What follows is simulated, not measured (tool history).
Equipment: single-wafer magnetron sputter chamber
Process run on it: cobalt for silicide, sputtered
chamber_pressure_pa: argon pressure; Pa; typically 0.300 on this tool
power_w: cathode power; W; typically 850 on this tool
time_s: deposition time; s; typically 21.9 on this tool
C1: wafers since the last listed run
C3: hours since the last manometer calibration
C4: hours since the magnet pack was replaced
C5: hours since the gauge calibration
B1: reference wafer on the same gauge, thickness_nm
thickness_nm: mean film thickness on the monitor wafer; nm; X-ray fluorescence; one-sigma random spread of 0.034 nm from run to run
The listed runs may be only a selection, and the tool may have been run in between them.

{"run": 1, "hour": 0.0, "chamber_pressure_pa": 0.3, "power_w": 850, "time_s": 21.9, "C1": 0, "wafers on the sputter target": 4426, "C3": 1824.2, "C4": 12873.1, "C5": 1890.2, "B1": 8.647, "thickness_nm": 9.16}
{"run": 2, "hour": 38.9, "chamber_pressure_pa": 0.3, "power_w": 850, "time_s": 21.9, "C1": 760, "wafers on the sputter target": 5186, "C3": 1863.1, "C4": 12912.0, "C5": 1929.1, "B1": 8.658, "thickness_nm": 9.243}
{"run": 3, "hour": 105.4, "chamber_pressure_pa": 0.3, "power_w": 850, "time_s": 21.9, "C1": 1300, "wafers on the sputter target": 6487, "C3": 1929.6, "C4": 12978.5, "C5": 1995.6, "B1": 8.662, "thickness_nm": 9.18}
{"run": 4, "hour": 152.0, "chamber_pressure_pa": 0.3, "power_w": 850, "time_s": 21.9, "C1": 911, "wafers on the sputter target": 7398, "C3": 1976.2, "C4": 13025.1, "C5": 2042.2, "B1": 8.678, "thickness_nm": 9.239}
{"run": 5, "hour": 314.8, "chamber_pressure_pa": 0.3, "power_w": 850, "time_s": 21.9, "C1": 3183, "wafers on the sputter target": 10582, "C3": 2139.0, "C4": 13187.9, "C5": 2205.0, "B1": 8.703, "thickness_nm": 9.275}
{"hour": 346.2, "done": "sputter target and shields replaced"}
{"run": 6, "hour": 372.8, "chamber_pressure_pa": 0.3, "power_w": 850, "time_s": 21.9, "C1": 977, "wafers on the sputter target": 519, "C3": 2197.0, "C4": 13245.9, "C5": 2263.0, "B1": 8.698, "thickness_nm": 9.269}
{"hour": 447.1, "done": "magnet pack replaced"}
{"run": 7, "hour": 447.6, "chamber_pressure_pa": 0.3, "power_w": 850, "time_s": 19.2, "C1": 1306, "wafers on the sputter target": 1825, "C3": 2271.8, "C4": 0.5, "C5": 2337.8, "B1": 8.716, "thickness_nm": 8.181}
{"run": 8, "hour": 508.3, "chamber_pressure_pa": 0.3, "power_w": 850, "time_s": 19.2, "C1": 1187, "wafers on the sputter target": 3012, "C3": 2332.5, "C4": 61.2, "C5": 2398.5, "B1": 8.715, "thickness_nm": 8.105}
{"run": 9, "hour": 538.5, "chamber_pressure_pa": 0.3, "power_w": 850, "time_s": 19.2, "C1": 590, "wafers on the sputter target": 3603, "C3": 2362.7, "C4": 91.4, "C5": 2428.7, "B1": 8.718, "thickness_nm": 8.17}
{"run": 10, "hour": 582.3, "chamber_pressure_pa": 0.268, "power_w": 850, "time_s": 21.9, "C1": 856, "wafers on the sputter target": 4459, "C3": 2406.5, "C4": 135.2, "C5": 2472.5, "B1": 8.733, "thickness_nm": 9.441}
{"run": 11, "hour": 650.5, "chamber_pressure_pa": 0.3, "power_w": 850, "time_s": 21.9, "C1": 1333, "wafers on the sputter target": 5793, "C3": 2474.7, "C4": 203.4, "C5": 2540.7, "B1": 8.745, "thickness_nm": 9.303}
{"hour": 668.1, "done": "gauge calibrated"}
{"hour": 714.9, "done": "capacitance manometer re-zeroed and calibrated"}
{"run": 12, "hour": 722.5, "chamber_pressure_pa": 0.3, "power_w": 850, "time_s": 21.9, "C1": 1251, "wafers on the sputter target": 7045, "C3": 7.6, "C4": 275.4, "C5": 54.4, "B1": 8.475, "thickness_nm": 9.019}
{"run": 13, "hour": 895.6, "chamber_pressure_pa": 0.244, "power_w": 850, "time_s": 21.9, "C1": 3385, "wafers on the sputter target": 10430, "C3": 180.7, "C4": 448.5, "C5": 227.5, "B1": 8.496, "thickness_nm": 9.226}
{"hour": 913.7, "done": "sputter target and shields replaced"}
{"run": 14, "hour": 928.1, "chamber_pressure_pa": 0.333, "power_w": 650, "time_s": 17.5, "C1": 479, "wafers on the sputter target": 281, "C3": 213.2, "C4": 481.0, "C5": 260.0, "B1": 8.503, "thickness_nm": 5.449}
{"run": 15, "hour": 967.4, "chamber_pressure_pa": 0.255, "power_w": 950, "time_s": 25.3, "C1": 768, "wafers on the sputter target": 1050, "C3": 252.5, "C4": 520.3, "C5": 299.3, "B1": 8.512, "thickness_nm": 11.938}
{"run": 16, "hour": 1034.0, "chamber_pressure_pa": 0.3, "power_w": 850, "time_s": 21.9, "C1": 1302, "wafers on the sputter target": 2352, "C3": 319.1, "C4": 586.9, "C5": 365.9, "B1": 8.517, "thickness_nm": 9.054}
{"run": 17, "hour": 1069.1, "chamber_pressure_pa": 0.3, "power_w": 850, "time_s": 21.9, "C1": 686, "wafers on the sputter target": 3038, "C3": 354.2, "C4": 622.0, "C5": 401.0, "B1": 8.525, "thickness_nm": 9.015}
{"run": 18, "hour": 1139.8, "chamber_pressure_pa": 0.3, "power_w": 850, "time_s": 18.7, "C1": 1382, "wafers on the sputter target": 4421, "C3": 424.9, "C4": 692.7, "C5": 471.7, "B1": 8.525, "thickness_nm": 7.781}
{"run": 19, "hour": 1167.4, "chamber_pressure_pa": 0.3, "power_w": 650, "time_s": 21.9, "C1": 539, "wafers on the sputter target": 4961, "C3": 452.5, "C4": 720.3, "C5": 499.3, "B1": 8.537, "thickness_nm": 6.927}
{"run": 20, "hour": 1223.9, "chamber_pressure_pa": 0.3, "power_w": 850, "time_s": 21.9, "C1": 1104, "wafers on the sputter target": 6066, "C3": 509.0, "C4": 776.8, "C5": 555.8, "B1": 8.546, "thickness_nm": 9.09}
{"run": 21, "hour": 1287.6, "chamber_pressure_pa": 0.232, "power_w": 850, "time_s": 19.7, "C1": 1245, "wafers on the sputter target": 7311, "C3": 572.7, "C4": 840.5, "C5": 619.5, "B1": 8.551, "thickness_nm": 8.465}
{"run": 22, "hour": 1328.5, "chamber_pressure_pa": 0.238, "power_w": 850, "time_s": 19.5, "C1": 799, "wafers on the sputter target": 8111, "C3": 613.6, "C4": 881.4, "C5": 660.4, "B1": 8.556, "thickness_nm": 8.303}
{"run": 23, "hour": 1376.7, "chamber_pressure_pa": 0.3, "power_w": 1050, "time_s": 20.0, "C1": 942, "wafers on the sputter target": 9054, "C3": 661.8, "C4": 929.6, "C5": 708.6, "B1": 8.568, "thickness_nm": 10.293}
{"run": 24, "hour": 1417.8, "chamber_pressure_pa": 0.205, "power_w": 700, "time_s": 17.9, "C1": 803, "wafers on the sputter target": 9858, "C3": 702.9, "C4": 970.7, "C5": 749.7, "B1": 8.572, "thickness_nm": 6.36}
{"run": 25, "hour": 1447.1, "chamber_pressure_pa": 0.3, "power_w": 650, "time_s": 25.5, "C1": 572, "wafers on the sputter target": 10431, "C3": 732.2, "C4": 1000.0, "C5": 779.0, "B1": 8.574, "thickness_nm": 8.111}
{"run": 26, "hour": 1493.9, "chamber_pressure_pa": 0.3, "power_w": 850, "time_s": 21.9, "C1": 915, "wafers on the sputter target": 11346, "C3": 779.0, "C4": 1046.8, "C5": 825.8, "B1": 8.578, "thickness_nm": 9.146}
{"hour": 1512.5, "done": "sputter target and shields replaced"}
{"run": 27, "hour": 1540.2, "chamber_pressure_pa": 0.3, "power_w": 850, "time_s": 21.9, "C1": 748, "wafers on the sputter target": 541, "C3": 825.3, "C4": 1093.1, "C5": 872.1, "B1": 8.589, "thickness_nm": 9.136}
{"run": 28, "hour": 1571.7, "chamber_pressure_pa": 0.251, "power_w": 850, "time_s": 19.1, "C1": 616, "wafers on the sputter target": 1157, "C3": 856.8, "C4": 1124.6, "C5": 903.6, "B1": 8.595, "thickness_nm": 8.217}
{"run": 29, "hour": 1619.3, "chamber_pressure_pa": 0.3, "power_w": 850, "time_s": 21.9, "C1": 930, "wafers on the sputter target": 2088, "C3": 904.4, "C4": 1172.2, "C5": 951.2, "B1": 8.603, "thickness_nm": 9.138}
{"run": 30, "hour": 1655.7, "chamber_pressure_pa": 0.3, "power_w": 1000, "time_s": 23.3, "C1": 711, "wafers on the sputter target": 2800, "C3": 940.8, "C4": 1208.6, "C5": 987.6, "B1": 8.608, "thickness_nm": 11.411}
{"run": 31, "hour": 1704.8, "chamber_pressure_pa": 0.24, "power_w": 850, "time_s": 25.1, "C1": 960, "wafers on the sputter target": 3760, "C3": 989.9, "C4": 1257.7, "C5": 1036.7, "B1": 8.607, "thickness_nm": 10.831}
{"run": 32, "hour": 1744.9, "chamber_pressure_pa": 0.333, "power_w": 850, "time_s": 21.9, "C1": 784, "wafers on the sputter target": 4544, "C3": 1030.0, "C4": 1297.8, "C5": 1076.8, "B1": 8.618, "thickness_nm": 9.091}
{"run": 33, "hour": 1806.3, "chamber_pressure_pa": 0.3, "power_w": 850, "time_s": 21.9, "C1": 1200, "wafers on the sputter target": 5745, "C3": 1091.4, "C4": 1359.2, "C5": 1138.2, "B1": 8.635, "thickness_nm": 9.099}
{"run": 34, "hour": 1871.3, "chamber_pressure_pa": 0.262, "power_w": 1000, "time_s": 18.7, "C1": 1271, "wafers on the sputter target": 7016, "C3": 1156.4, "C4": 1424.2, "C5": 1203.2, "B1": 8.637, "thickness_nm": 9.33}
{"run": 35, "hour": 1943.2, "chamber_pressure_pa": 0.207, "power_w": 750, "time_s": 21.9, "C1": 1406, "wafers on the sputter target": 8422, "C3": 1228.3, "C4": 1496.1, "C5": 1275.1, "B1": 8.649, "thickness_nm": 8.435}

Below are 4 alternative next runs, each starting from the tool's condition after run 35. Predict each:
{"run": "A", "hour": 1943.6, "chamber_pressure_pa": 0.3, "power_w": 900, "time_s": 21.9, "C1": 7, "wafers on the sputter target": 8430, "C3": 1228.7, "C4": 1496.5, "C5": 1275.5, "B1": "?", "thickness_nm": "?"}
{"run": "B", "hour": 1943.6, "chamber_pressure_pa": 0.346, "power_w": 950, "time_s": 20.1, "C1": 7, "wafers on the sputter target": 8430, "C3": 1228.7, "C4": 1496.5, "C5": 1275.5, "B1": "?", "thickness_nm": "?"}
{"run": "C", "hour": 1943.6, "chamber_pressure_pa": 0.207, "power_w": 700, "time_s": 25.1, "C1": 7, "wafers on the sputter target": 8430, "C3": 1228.7, "C4": 1496.5, "C5": 1275.5, "B1": "?", "thickness_nm": "?"}
{"run": "D", "hour": 1943.6, "chamber_pressure_pa": 0.3, "power_w": 750, "time_s": 21.9, "C1": 7, "wafers on the sputter target": 8430, "C3": 1228.7, "C4": 1496.5, "C5": 1275.5, "B1": "?", "thickness_nm": "?"}

run=A B1=8.644 thickness_nm=9.715
run=B B1=8.644 thickness_nm=9.241
run=C B1=8.644 thickness_nm=8.990
run=D B1=8.644 thickness_nm=8.096
Take away the tool's hidden state, keep each run's random variation, and the runs would have read:
run=A thickness_nm=9.508
run=B thickness_nm=9.044
run=C thickness_nm=8.799
run=D thickness_nm=7.923

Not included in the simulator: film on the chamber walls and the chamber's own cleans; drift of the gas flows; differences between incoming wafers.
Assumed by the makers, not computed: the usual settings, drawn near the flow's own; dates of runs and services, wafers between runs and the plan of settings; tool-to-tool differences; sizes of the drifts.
